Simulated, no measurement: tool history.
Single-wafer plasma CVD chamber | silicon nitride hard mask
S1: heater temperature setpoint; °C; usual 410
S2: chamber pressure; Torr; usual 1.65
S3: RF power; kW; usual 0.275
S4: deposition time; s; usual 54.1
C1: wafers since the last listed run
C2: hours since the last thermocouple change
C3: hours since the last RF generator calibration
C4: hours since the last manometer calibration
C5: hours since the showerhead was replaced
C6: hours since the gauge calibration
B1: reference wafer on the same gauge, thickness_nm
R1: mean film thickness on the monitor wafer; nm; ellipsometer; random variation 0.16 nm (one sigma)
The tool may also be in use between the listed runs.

run 1 day=0 | S1=410 S2=1.65 S3=0.275 S4=54.1 | C1=0 C2=1138.1 C3=1680.8 C4=774.4 C5=6309 C6=1886.5 | B1=58.326 | R1=60.995
run 2 day=2.942 | S1=410 S2=1.9 S3=0.275 S4=54.1 | C1=1379 C2=1208.7 C3=1751.4 C4=845 C5=6379.6 C6=1957.1 | B1=58.265 | R1=63.563
run 3 day=4.725 | S1=410 S2=1.65 S3=0.315 S4=54.1 | C1=835 C2=1251.5 C3=1794.2 C4=887.8 C5=6422.4 C6=1999.9 | B1=58.252 | R1=66.827
run 4 day=6.5 | S1=405 S2=1.65 S3=0.275 S4=54.1 | C1=832 C2=1294.1 C3=1836.8 C4=930.4 C5=6465 C6=2042.5 | B1=58.296 | R1=61.274
run 5 day=10.367 | S1=405 S2=1.65 S3=0.275 S4=54.1 | C1=1812 C2=1386.9 C3=1929.6 C4=1023.2 C5=6557.8 C6=2135.3 | B1=58.325 | R1=60.92
run 6 day=12.458 | S1=405 S2=1.65 S3=0.275 S4=54.1 | C1=980 C2=1437.1 C3=1979.8 C4=1073.4 C5=6608 C6=2185.5 | B1=58.315 | R1=60.87
-- day=12.858 capacitance manometer re-zeroed and calibrated
run 7 day=14.183 | S1=410 S2=1.65 S3=0.275 S4=54.1 | C1=652 C2=1478.5 C3=2021.2 C4=31.8 C5=6649.4 C6=2226.9 | B1=58.297 | R1=61.527
run 8 day=18.521 | S1=410 S2=1.65 S3=0.275 S4=54.1 | C1=2033 C2=1582.6 C3=2125.3 C4=135.9 C5=6753.5 C6=2331 | B1=58.24 | R1=61.415
run 9 day=21.562 | S1=410 S2=1.65 S3=0.275 S4=54.1 | C1=1425 C2=1655.6 C3=2198.3 C4=208.9 C5=6826.5 C6=2404 | B1=58.317 | R1=61.517
run 10 day=24.975 | S1=410 S2=1.65 S3=0.275 S4=60.4 | C1=1599 C2=1737.5 C3=2280.2 C4=290.8 C5=6908.4 C6=2485.9 | B1=58.338 | R1=68.753
run 11 day=29.308 | S1=410 S2=1.87 S3=0.275 S4=54.1 | C1=2031 C2=1841.5 C3=2384.2 C4=394.8 C5=7012.4 C6=2589.9 | B1=58.378 | R1=63.274
run 12 day=32.017 | S1=410 S2=1.65 S3=0.275 S4=54.1 | C1=1269 C2=1906.5 C3=2449.2 C4=459.8 C5=7077.4 C6=2654.9 | B1=58.307 | R1=61.501
-- day=35.121 showerhead replaced
run 13 day=36.212 | S1=410 S2=1.65 S3=0.275 S4=54.1 | C1=1810 C2=2007.2 C3=2549.9 C4=560.5 C5=26.2 C6=2755.6 | B1=58.265 | R1=61.217
-- day=37.738 RF generator calibrated
run 14 day=38.808 | S1=425 S2=1.65 S3=0.275 S4=59.5 | C1=1060 C2=2069.5 C3=25.7 C4=622.8 C5=88.5 C6=2817.9 | B1=58.23 | R1=66.974
run 15 day=42.608 | S1=417 S2=1.95 S3=0.23 S4=61 | C1=1781 C2=2160.7 C3=116.9 C4=714 C5=179.7 C6=2909.1 | B1=58.383 | R1=63.342
run 16 day=44.417 | S1=410 S2=1.65 S3=0.275 S4=54.1 | C1=847 C2=2204.1 C3=160.3 C4=757.4 C5=223.1 C6=2952.5 | B1=58.303 | R1=61.104
-- day=45.042 thermocouple changed; heater temperature recalibrated
run 17 day=47.15 | S1=410 S2=1.65 S3=0.275 S4=54.1 | C1=1125 C2=50.6 C3=225.9 C4=823 C5=288.7 C6=3018.1 | B1=58.31 | R1=61.021
-- day=49.125 gauge calibrated
run 18 day=51.133 | S1=424 S2=1.88 S3=0.275 S4=54.1 | C1=1867 C2=146.2 C3=321.5 C4=918.6 C5=384.3 C6=48.2 | B1=58.266 | R1=62.807
run 19 day=54.712 | S1=399 S2=1.32 S3=0.235 S4=50 | C1=1677 C2=232.1 C3=407.4 C4=1004.5 C5=470.2 C6=134.1 | B1=58.304 | R1=47.212
-- day=55.992 capacitance manometer re-zeroed and calibrated
run 20 day=56.825 | S1=410 S2=1.65 S3=0.275 S4=54.1 | C1=834 C2=282.8 C3=458.1 C4=20 C5=520.9 C6=184.8 | B1=58.328 | R1=61.651
run 21 day=58.783 | S1=410 S2=1.65 S3=0.305 S4=47.8 | C1=918 C2=329.8 C3=505.1 C4=67 C5=567.9 C6=231.8 | B1=58.299 | R1=58.295
run 22 day=71.858 | S1=410 S2=1.65 S3=0.275 S4=54.1 | C1=6129 C2=643.6 C3=818.9 C4=380.8 C5=881.7 C6=545.6 | B1=58.308 | R1=61.594
run 23 day=85.062 | S1=423 S2=1.65 S3=0.29 S4=54.1 | C1=6189 C2=960.5 C3=1135.8 C4=697.7 C5=1198.6 C6=862.5 | B1=58.262 | R1=63.368
run 24 day=88.275 | S1=410 S2=1.81 S3=0.255 S4=54.1 | C1=1505 C2=1037.6 C3=1212.9 C4=774.8 C5=1275.7 C6=939.6 | B1=58.292 | R1=59.272
run 25 day=91.612 | S1=415 S2=1.46 S3=0.225 S4=54.1 | C1=1564 C2=1117.7 C3=1293 C4=854.9 C5=1355.8 C6=1019.7 | B1=58.252 | R1=51.031
run 26 day=94.225 | S1=423 S2=1.24 S3=0.275 S4=61.1 | C1=1224 C2=1180.4 C3=1355.7 C4=917.6 C5=1418.5 C6=1082.4 | B1=58.32 | R1=63.024
run 27 day=98.246 | S1=416 S2=1.94 S3=0.24 S4=63.8 | C1=1884 C2=1276.9 C3=1452.2 C4=1014.1 C5=1515 C6=1178.9 | B1=58.337 | R1=67.971
run 28 day=100.558 | S1=410 S2=1.5 S3=0.275 S4=54.1 | C1=1084 C2=1332.4 C3=1507.7 C4=1069.6 C5=1570.5 C6=1234.4 | B1=58.329 | R1=59.131
run 29 day=104.75 | S1=410 S2=1.65 S3=0.275 S4=54.1 | C1=1964 C2=1433 C3=1608.3 C4=1170.2 C5=1671.1 C6=1335 | B1=58.309 | R1=60.981

3 ways to go on from here, each from the tool as it stands after run 29. What would each give?
run A day=104.767 | S1=410 S2=1.65 S3=0.275 S4=54.1 | C1=7 C2=1433.4 C3=1608.7 C4=1170.6 C5=1671.5 C6=1335.4 | B1=? | R1=?
run B day=104.767 | S1=416 S2=1.84 S3=0.24 S4=64.6 | C1=7 C2=1433.4 C3=1608.7 C4=1170.6 C5=1671.5 C6=1335.4 | B1=? | R1=?
run C day=104.767 | S1=422 S2=1.46 S3=0.245 S4=54.1 | C1=7 C2=1433.4 C3=1608.7 C4=1170.6 C5=1671.5 C6=1335.4 | B1=? | R1=?

run=A B1=58.315 R1=60.743
run=B B1=58.315 R1=67.648
run=C B1=58.315 R1=53.732
Without the tool's hidden state the same runs would have given:
run=A R1=61.453
run=B R1=68.407
run=C R1=54.378
